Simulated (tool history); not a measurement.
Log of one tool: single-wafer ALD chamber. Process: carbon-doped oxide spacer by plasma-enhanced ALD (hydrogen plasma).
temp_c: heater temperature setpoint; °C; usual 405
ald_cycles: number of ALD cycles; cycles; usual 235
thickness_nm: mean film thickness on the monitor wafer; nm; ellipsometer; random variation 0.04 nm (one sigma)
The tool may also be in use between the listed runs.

run    hour  temp_c  ald_cycles  wafers since the last listed run  hours since the last thermocouple change  hours since the gauge calibration  read-back reference wafer on the same gauge, thickness_nm  thickness_nm
  1     0.0     405         235                                 0                                      19.4                              309.0                                                     13.209        13.071
  2    39.0     405         235                                65                                      58.4                              348.0                                                     13.212        13.044
  3    96.0     405         235                                96                                     115.4                              405.0                                                     13.194        13.144
  4   136.7     405         235                                68                                     156.1                              445.7                                                     13.203        13.200
  5   190.8     405         235                                91                                     210.2                              499.8                                                     13.205        13.158
  6   237.4     405         235                                78                                     256.8                              546.4                                                     13.190        13.131
  7   262.7     405         263                                42                                     282.1                              571.7                                                     13.199        14.733
  8   307.2     405         235                                75                                     326.6                              616.2                                                     13.194        13.194
  9   359.3     411         235                                88                                     378.7                              668.3                                                     13.202        12.910
 10   397.5     411         235                                64                                     416.9                              706.5                                                     13.197        12.978
 11   453.9     411         235                                95                                     473.3                              762.9                                                     13.198        12.914
 12   479.4     400         214                                43                                     498.8                              788.4                                                     13.207        12.140
 13   508.6     400         214                                49                                     528.0                              817.6                                                     13.203        12.055
 14   582.0     400         214                               124                                     601.4                              891.0                                                     13.208        12.079
 15   653.3     412         235                               120                                     672.7                              962.3                                                     13.199        12.971
 16   687.5     410         235                                57                                     706.9                              996.5                                                     13.215        13.002
 17   723.6     410         235                                61                                     743.0                             1032.6                                                     13.207        13.073
 18   767.5     405         235                                74                                     786.9                             1076.5                                                     13.191        13.185
 19   869.5     405         235                               172                                     888.9                             1178.5                                                     13.206        13.202
 20   904.0     405         235                                58                                     923.4                             1213.0                                                     13.201        13.223
 21   931.4     405         235                                46                                     950.8                             1240.4                                                     13.213        13.165
 22   959.3     405         235                                47                                     978.7                             1268.3                                                     13.202        13.187
 23   993.7     405         235                                58                                    1013.1                             1302.7                                                     13.194        13.167
 24  1050.1     419         273                                95                                    1069.5                             1359.1                                                     13.203        14.693
 25  1197.9     399         221                               249                                    1217.3                             1506.9                                                     13.197        12.526
 26  1247.2     399         276                                83                                    1266.6                             1556.2                                                     13.197        15.644
 27  1318.2     412         252                               120                                    1337.6                             1627.2                                                     13.202        13.893
 28  1368.1     401         276                                84                                    1387.5                             1677.1                                                     13.186        15.668
 29  1418.9     405         235                                85                                    1438.3                             1727.9                                                     13.209        13.175
 30  1447.7     405         235                                48                                    1467.1                             1756.7                                                     13.194        13.273
 31  1509.4     411         235                               104                                    1528.8                             1818.4                                                     13.201        12.986
     1531.6  -- gauge calibrated
 32  1551.3     405         207                                70                                    1570.7                               19.7                                                     13.193        11.684
 33  1581.5     405         278                                51                                    1600.9                               49.9                                                     13.201        15.652
     1605.5  -- thermocouple changed; heater temperature recalibrated
 34  1609.5     414         262                                33                                       4.0                               77.9                                                     13.195        14.422
 35  1643.4     409         235                                57                                      37.9                              111.8                                                     13.189        13.168
 36  1715.0     398         190                               121                                     109.5                              183.4                                                     13.198        10.758
 37  1774.6     418         262                               100                                     169.1                              243.0                                                     13.213        14.309
 38  1816.7     405         235                                71                                     211.2                              285.1                                                     13.204        13.288
 39  1861.7     405         217                                76                                     256.2                              330.1                                                     13.198        12.372
     2009.2  -- thermocouple changed; heater temperature recalibrated, repeated, since the last time left the tool worse
 40  2049.5     405         272                               303                                      40.3                              517.9                                                     13.205        15.210
 41  2096.2     420         253                                78                                      87.0                              564.6                                                     13.201        13.575
 42  2129.2     390         270                                55                                     120.0                              597.6                                                     13.197        15.246
 43  2179.7     414         250                                85                                     170.5                              648.1                                                     13.199        13.606
 44  2245.4     399         197                               111                                     236.2                              713.8                                                     13.197        11.131
 45  2285.6     391         220                                67                                     276.4                              754.0                                                     13.195        12.436
 46  2348.3     405         273                               105                                     339.1                              816.7                                                     13.202        15.361
 47  2376.9     405         235                                48                                     367.7                              845.3                                                     13.198        13.142

State the hidden condition of the tool at each of the runs:
gauge reads high (%): 0 in every run
H1: wafer temperature above the value expected at the setpoint (K)
run       H1
  1   -0.132
  2   -0.382
  3   -0.717
  4   -0.937
  5    -1.21
  6    -1.42
  7    -1.53
  8    -1.71
  9     -1.9
 10    -2.03
 11    -2.21
 12    -2.28
 13    -2.37
 14    -2.55
 15    -2.72
 16    -2.79
 17    -2.86
 18    -2.94
 19     -3.1
 20    -3.15
 21    -3.18
 22    -3.22
 23    -3.26
 24    -3.32
 25    -3.46
 26     -3.5
 27    -3.55
 28    -3.59
 29    -3.61
 30    -3.63
 31    -3.66
 32    -3.68
 33    -3.69
 34    -5.88
 35    -6.11
 36    -6.54
 37    -6.86
 38    -7.07
 39    -7.27
 40  -0.0762
 41   -0.362
 42   -0.551
 43    -0.82
 44    -1.14
 45    -1.31
 46    -1.56
 47    -1.67

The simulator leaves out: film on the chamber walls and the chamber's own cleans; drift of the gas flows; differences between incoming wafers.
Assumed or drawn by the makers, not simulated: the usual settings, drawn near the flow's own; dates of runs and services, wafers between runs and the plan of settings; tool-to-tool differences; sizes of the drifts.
